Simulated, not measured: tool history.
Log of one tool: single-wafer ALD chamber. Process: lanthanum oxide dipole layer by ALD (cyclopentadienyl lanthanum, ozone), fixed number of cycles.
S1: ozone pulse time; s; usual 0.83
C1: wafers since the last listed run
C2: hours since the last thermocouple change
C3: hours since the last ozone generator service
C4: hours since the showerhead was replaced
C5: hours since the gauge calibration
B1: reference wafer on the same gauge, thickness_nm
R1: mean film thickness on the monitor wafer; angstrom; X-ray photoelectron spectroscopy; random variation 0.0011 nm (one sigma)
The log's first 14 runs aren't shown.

run   hour    S1   C1     C2     C3     C4     C5     B1    R1
     389.8  -- ozone generator serviced
 15  405.4  0.68  738    142   15.6  176.7  565.3  0.443  3.96
 16  422.3  0.68  454  158.9   32.5  193.6  582.2  0.443  3.94
 17  440.8   0.6  496  177.4     51  212.1  600.7  0.443  3.73
 18  453.8  0.92  349  190.4     64  225.1  613.7  0.443  4.46
 19  469.9  0.58  432  206.5   80.1  241.2  629.8  0.443  3.69
 20  500.9  0.65  832  237.5  111.1  272.2  660.8  0.443  3.88
     501.7  -- gauge calibrated
 21  516.7  0.69  424  253.3  126.9    288     15  0.443  3.98
 22  532.1  1.04  413  268.7  142.3  303.4   30.4  0.443  4.63
 23  565.7  0.73  902  302.3  175.9    337     64  0.443  4.08
 24  600.1  0.83  924  336.7  210.3  371.4   98.4  0.443  4.29
 25  615.7  0.83  419  352.3  225.9    387    114  0.443  4.29
 26  636.9  1.07  569  373.5  247.1  408.2  135.2  0.443  4.67

The next listed run, before its measurement:
 27  652.2  0.51  411  388.8  262.4  423.5  150.5   ?   ?

B1: 0.443
R1: 3.41 angstrom
Without the tool's hidden state the same run would have given R1 3.43 angstrom.
